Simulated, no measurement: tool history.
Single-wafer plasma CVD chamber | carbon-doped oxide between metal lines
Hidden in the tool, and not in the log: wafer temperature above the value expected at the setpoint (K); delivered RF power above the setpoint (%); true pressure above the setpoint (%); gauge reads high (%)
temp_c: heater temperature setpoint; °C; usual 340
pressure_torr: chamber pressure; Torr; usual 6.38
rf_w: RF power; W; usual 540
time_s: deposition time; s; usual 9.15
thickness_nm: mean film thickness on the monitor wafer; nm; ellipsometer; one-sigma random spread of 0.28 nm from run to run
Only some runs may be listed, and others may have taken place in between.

run	hour	temp_c	pressure_torr	rf_w	time_s	wafers since the last listed run	hours since the last thermocouple change	hours since the last RF generator calibration	hours since the last manometer calibration	hours since the showerhead was replaced	hours since the gauge calibration	read-back reference wafer on the same gauge, thickness_nm	thickness_nm
1	0.0	340	6.82	540	9.15	0	736.7	1066.4	1092.3	4364.5	373.5	58.108	51.262
2	62.1	340	6.82	540	9.15	2813	798.8	1128.5	1154.4	4426.6	435.6	57.978	51.020
3	110.8	340	6.82	540	9.15	2206	847.5	1177.2	1203.1	4475.3	484.3	58.019	51.067
4	143.1	340	6.38	540	9.15	1463	879.8	1209.5	1235.4	4507.6	516.6	57.992	50.364
5	186.0	340	7.56	540	9.90	1943	922.7	1252.4	1278.3	4550.5	559.5	58.070	55.272
6	216.2	340	6.38	540	9.15	1368	952.9	1282.6	1308.5	4580.7	589.7	57.978	50.050
7	252.0	340	6.38	540	9.15	1622	988.7	1318.4	1344.3	4616.5	625.5	58.092	50.062
8	322.5	340	6.38	540	9.15	3194	1059.2	1388.9	1414.8	4687.0	696.0	58.116	49.996
# hour 368.0: capacitance manometer re-zeroed and calibrated
9	368.5	340	6.38	540	9.15	1721	1105.2	1434.9	0.5	4733.0	742.0	58.041	50.062
10	400.9	340	6.38	540	9.15	1468	1137.6	1467.3	32.9	4765.4	774.4	58.156	49.994
11	463.0	340	6.38	540	9.15	2813	1199.7	1529.4	95.0	4827.5	836.5	58.201	49.628
12	521.9	340	6.38	540	9.15	2668	1258.6	1588.3	153.9	4886.4	895.4	58.119	49.825
13	564.1	340	5.11	540	8.11	1912	1300.8	1630.5	196.1	4928.6	937.6	58.104	43.106
14	611.3	353	7.00	540	10.72	2138	1348.0	1677.7	243.3	4975.8	984.8	58.107	56.289
15	678.6	340	6.38	540	9.15	3049	1415.3	1745.0	310.6	5043.1	1052.1	58.047	49.140

Run 16 is up next; what results do you expect?
# hour 689.0: showerhead replaced, of another model than before
# hour 704.7: gauge calibrated
16	711.2	340	6.38	500	9.15	1114	1447.9	1777.6	343.2	22.2	6.5	?	?

Run 16 gave read-back reference wafer on the same gauge, thickness_nm 58.183, thickness_nm 44.711 nm.
With no hidden state in the tool, this same run would have given thickness_nm 47.962 nm.
